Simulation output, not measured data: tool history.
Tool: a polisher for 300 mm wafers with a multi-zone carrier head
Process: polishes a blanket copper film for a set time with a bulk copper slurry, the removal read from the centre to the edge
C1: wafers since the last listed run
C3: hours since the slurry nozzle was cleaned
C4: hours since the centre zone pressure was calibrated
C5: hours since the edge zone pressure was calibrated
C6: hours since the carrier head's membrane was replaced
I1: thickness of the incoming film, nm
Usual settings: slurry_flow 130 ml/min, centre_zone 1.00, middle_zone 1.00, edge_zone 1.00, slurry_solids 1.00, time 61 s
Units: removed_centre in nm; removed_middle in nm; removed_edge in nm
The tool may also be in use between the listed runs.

Run 1, hour 0.0: usual settings; C1 0; wafers polished on this pad 2535; C3 283.2; C4 1130.7; C5 419.1; C6 580.9; I1 4673.7. Result: removed_centre 803.9 nm, removed_middle 818.2 nm, removed_edge 838.2 nm.
Run 2, hour 31.8: usual settings but middle_zone 1.06, time 41 s; C1 192; wafers polished on this pad 2728; C3 315.0; C4 1162.5; C5 450.9; C6 612.7; I1 4585.0. Result: removed_centre 530.7 nm, removed_middle 565.8 nm, removed_edge 548.2 nm.
At hour 43.4: worn pad replaced by a new one.
Run 3, hour 60.4: usual settings; C1 149; wafers polished on this pad 103; C3 343.6; C4 1191.1; C5 479.5; C6 641.3; I1 4735.7. Result: removed_centre 787.9 nm, removed_middle 812.2 nm, removed_edge 805.7 nm.
Run 4, hour 122.3: usual settings but middle_zone 0.88; C1 375; wafers polished on this pad 478; C3 405.5; C4 1253.0; C5 541.4; C6 703.2; I1 4748.2. Result: removed_centre 762.4 nm, removed_middle 741.7 nm, removed_edge 799.6 nm.
At hour 161.0: centre zone pressure recalibrated.
Run 5, hour 180.7: usual settings but centre_zone 0.93, edge_zone 0.94, slurry_solids 0.90; C1 342; wafers polished on this pad 820; C3 463.9; C4 19.7; C5 599.8; C6 761.6; I1 4673.4. Result: removed_centre 681.7 nm, removed_middle 768.0 nm, removed_edge 764.7 nm.
At hour 192.4: slurry nozzle cleaned.
Run 6, hour 225.3: usual settings but edge_zone 1.10, time 81 s; C1 264; wafers polished on this pad 1085; C3 32.9; C4 64.3; C5 644.4; C6 806.2; I1 4598.0. Result: removed_centre 1137.7 nm, removed_middle 1139.7 nm, removed_edge 1188.2 nm.
Run 7, hour 279.2: usual settings but middle_zone 0.92; C1 326; wafers polished on this pad 1412; C3 86.8; C4 118.2; C5 698.3; C6 860.1; I1 4703.7. Result: removed_centre 827.2 nm, removed_middle 815.2 nm, removed_edge 854.8 nm.
Run 8, hour 303.6: usual settings but slurry_flow 90 ml/min, middle_zone 0.97; C1 147; wafers polished on this pad 1560; C3 111.2; C4 142.6; C5 722.7; C6 884.5; I1 4563.0. Result: removed_centre 749.7 nm, removed_middle 753.1 nm, removed_edge 779.9 nm.
Run 9, hour 333.7: usual settings but edge_zone 0.97; C1 182; wafers polished on this pad 1742; C3 141.3; C4 172.7; C5 752.8; C6 914.6; I1 4665.7. Result: removed_centre 804.7 nm, removed_middle 836.6 nm, removed_edge 820.0 nm.
Run 10, hour 359.3: usual settings; C1 155; wafers polished on this pad 1897; C3 166.9; C4 198.3; C5 778.4; C6 940.2; I1 4578.6. Result: removed_centre 829.5 nm, removed_middle 832.7 nm, removed_edge 837.8 nm.
Run 11, hour 391.0: usual settings; C1 192; wafers polished on this pad 2090; C3 198.6; C4 230.0; C5 810.1; C6 971.9; I1 4689.1. Result: removed_centre 814.4 nm, removed_middle 819.5 nm, removed_edge 836.2 nm.
At hour 421.6: worn pad replaced by a new one.
Run 12, hour 444.5: usual settings but centre_zone 0.92, middle_zone 1.11, time 51 s; C1 300; wafers polished on this pad 139; C3 252.1; C4 283.5; C5 863.6; C6 1025.4; I1 4660.1. Result: removed_centre 600.0 nm, removed_middle 735.3 nm, removed_edge 682.9 nm.
Run 13, hour 469.5: usual settings but middle_zone 1.08, slurry_solids 0.75, time 54 s; C1 151; wafers polished on this pad 290; C3 277.1; C4 308.5; C5 888.6; C6 1050.4; I1 4622.3. Result: removed_centre 675.0 nm, removed_middle 728.0 nm, removed_edge 693.0 nm.
Run 14, hour 493.7: usual settings but slurry_flow 110 ml/min; C1 146; wafers polished on this pad 437; C3 301.3; C4 332.7; C5 912.8; C6 1074.6; I1 4675.0. Result: removed_centre 731.3 nm, removed_middle 736.4 nm, removed_edge 766.6 nm.
Run 15, hour 525.2: usual settings; C1 191; wafers polished on this pad 628; C3 332.8; C4 364.2; C5 944.3; C6 1106.1; I1 4566.9. Result: removed_centre 754.6 nm, removed_middle 819.4 nm, removed_edge 803.0 nm.
Run 16, hour 586.7: usual settings; C1 372; wafers polished on this pad 1001; C3 394.3; C4 425.7; C5 1005.8; C6 1167.6; I1 4645.1. Result: removed_centre 739.0 nm, removed_middle 767.4 nm, removed_edge 781.3 nm.
Run 17, hour 635.6: usual settings but middle_zone 1.11, time 69 s; C1 296; wafers polished on this pad 1297; C3 443.2; C4 474.6; C5 1054.7; C6 1216.5; I1 4607.3. Result: removed_centre 808.7 nm, removed_middle 913.0 nm, removed_edge 894.3 nm.
At hour 666.8: edge zone pressure recalibrated.
At hour 671.3: slurry nozzle cleaned.
Run 18, hour 672.7: usual settings but time 79 s; C1 206; wafers polished on this pad 1504; C3 1.4; C4 511.7; C5 5.9; C6 1253.6; I1 4687.4. Result: removed_centre 1111.6 nm, removed_middle 1149.0 nm, removed_edge 1109.3 nm.
Run 19, hour 726.0: usual settings; C1 323; wafers polished on this pad 1828; C3 54.7; C4 565.0; C5 59.2; C6 1306.9; I1 4552.7. Result: removed_centre 832.8 nm, removed_middle 868.8 nm, removed_edge 849.6 nm.
Run 20, hour 777.1: usual settings; C1 309; wafers polished on this pad 2137; C3 105.8; C4 616.1; C5 110.3; C6 1358.0; I1 4595.5. Result: removed_centre 834.9 nm, removed_middle 858.6 nm, removed_edge 843.3 nm.
Run 21, hour 815.4: usual settings but middle_zone 1.06, edge_zone 1.06, slurry_solids 0.90, time 68 s; C1 232; wafers polished on this pad 2370; C3 144.1; C4 654.4; C5 148.6; C6 1396.3; I1 4601.3. Result: removed_centre 914.6 nm, removed_middle 1000.7 nm, removed_edge 949.5 nm.

Forecast each of these 4 alternatives for the next run:
Run A, hour 815.8: usual settings but time 49 s; C1 2; wafers polished on this pad 2372; C3 144.5; C4 654.8; C5 149.0; C6 1396.7; I1 4719.5. Result: removed_centre ?, removed_middle ?, removed_edge ?.
Run B, hour 815.8: usual settings but middle_zone 1.08; C1 2; wafers polished on this pad 2372; C3 144.5; C4 654.8; C5 149.0; C6 1396.7; I1 4719.5. Result: removed_centre ?, removed_middle ?, removed_edge ?.
Run C, hour 815.8: usual settings but middle_zone 0.92, time 44 s; C1 2; wafers polished on this pad 2372; C3 144.5; C4 654.8; C5 149.0; C6 1396.7; I1 4719.5. Result: removed_centre ?, removed_middle ?, removed_edge ?.
Run D, hour 815.8: usual settings but slurry_flow 145 ml/min; C1 2; wafers polished on this pad 2372; C3 144.5; C4 654.8; C5 149.0; C6 1396.7; I1 4719.5. Result: removed_centre ?, removed_middle ?, removed_edge ?.

run  removed_centre  removed_middle  removed_edge
  A           682.0           690.3         671.0
  B           849.4           903.1         834.6
  C           612.1           588.3         603.0
  D           870.3           878.3         848.0
Without the tool's hidden state the same runs would have given:
run  removed_centre  removed_middle  removed_edge
  A           705.9           711.5         685.3
  B           879.1           930.8         852.4
  C           633.6           606.3         615.8
  D           898.1           902.9         864.8
